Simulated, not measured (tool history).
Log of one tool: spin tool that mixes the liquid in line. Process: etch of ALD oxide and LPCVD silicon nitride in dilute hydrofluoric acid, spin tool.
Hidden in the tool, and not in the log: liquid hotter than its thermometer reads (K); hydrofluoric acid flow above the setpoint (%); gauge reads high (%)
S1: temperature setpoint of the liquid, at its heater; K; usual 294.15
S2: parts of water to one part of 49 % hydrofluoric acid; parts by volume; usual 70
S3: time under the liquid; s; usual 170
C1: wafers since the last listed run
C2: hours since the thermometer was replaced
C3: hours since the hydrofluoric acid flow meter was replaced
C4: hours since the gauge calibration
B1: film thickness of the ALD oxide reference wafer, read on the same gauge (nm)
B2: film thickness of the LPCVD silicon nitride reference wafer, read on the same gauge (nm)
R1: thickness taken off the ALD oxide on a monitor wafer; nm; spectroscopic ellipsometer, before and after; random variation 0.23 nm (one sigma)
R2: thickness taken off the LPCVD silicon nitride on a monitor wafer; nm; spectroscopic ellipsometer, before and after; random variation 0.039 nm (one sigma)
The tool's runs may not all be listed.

run	hour	S1	S2	S3	C1	C2	C3	C4	B1	B2	R1	R2
1	0.0	294.15	70	170	0	1455.8	1646.4	589.9	59.95	129.988	30.00	1.347
2	50.2	294.15	70	170	354	1506.0	1696.6	640.1	59.99	130.010	30.16	1.324
3	84.3	294.15	90	230	240	1540.1	1730.7	674.2	59.98	129.994	30.72	1.419
4	119.2	294.15	90	230	246	1575.0	1765.6	709.1	59.98	130.009	31.34	1.353
5	143.5	294.15	90	230	171	1599.3	1789.9	733.4	59.98	130.020	31.26	1.399
6	196.3	294.15	70	170	372	1652.1	1842.7	786.2	59.99	129.988	30.08	1.320
7	234.9	294.15	70	170	272	1690.7	1881.3	824.8	59.99	130.020	30.90	1.329
8	275.8	294.15	70	170	288	1731.6	1922.2	865.7	59.98	130.000	30.67	1.322
9	320.3	294.15	70	170	314	1776.1	1966.7	910.2	60.01	130.005	30.96	1.397
10	387.5	291.65	85	120	474	1843.3	2033.9	977.4	59.99	130.004	15.73	0.672
# hour 438.5: gauge calibrated
11	453.4	294.15	90	230	465	1909.2	2099.8	14.9	60.02	129.989	32.12	1.494
# hour 498.4: thermometer replaced
12	599.8	295.65	60	170	1027	101.4	2246.2	161.3	60.02	129.977	36.29	1.435
13	643.6	294.15	90	230	309	145.2	2290.0	205.1	60.07	130.000	30.19	1.329
14	694.5	290.65	70	215	359	196.1	2340.9	256.0	60.05	129.993	32.07	1.237
# hour 724.5: hydrofluoric acid flow meter replaced
15	741.0	298.65	85	235	321	242.6	16.5	302.5	59.97	129.989	35.41	1.561
16	768.5	290.65	100	105	194	270.1	44.0	330.0	59.96	130.005	9.54	0.372
17	828.8	292.15	70	170	425	330.4	104.3	390.3	60.01	130.011	24.08	0.956
18	892.5	294.15	70	205	449	394.1	168.0	454.0	60.01	130.007	32.30	1.341
19	943.8	294.15	70	120	362	445.4	219.3	505.3	60.02	130.011	18.70	0.800

Forecast each of these 5 alternatives for the next run:
A	944.3	294.15	70	255	3	445.9	219.8	505.8	?	?	?	?
B	944.3	299.15	90	120	3	445.9	219.8	505.8	?	?	?	?
C	944.3	290.65	70	260	3	445.9	219.8	505.8	?	?	?	?
D	944.3	297.65	50	130	3	445.9	219.8	505.8	?	?	?	?
E	944.3	299.15	40	90	3	445.9	219.8	505.8	?	?	?	?

run	B1	B2	R1	R2
A	60.00	129.999	40.15	1.827
B	60.00	129.999	17.52	0.935
C	60.00	129.999	35.35	1.463
D	60.00	129.999	33.94	1.640
E	60.00	129.999	31.65	1.561
Without the tool's hidden state the same runs would have given:
run	R1	R2
A	38.09	1.702
B	16.64	0.873
C	33.51	1.361
D	32.22	1.529
E	30.06	1.456
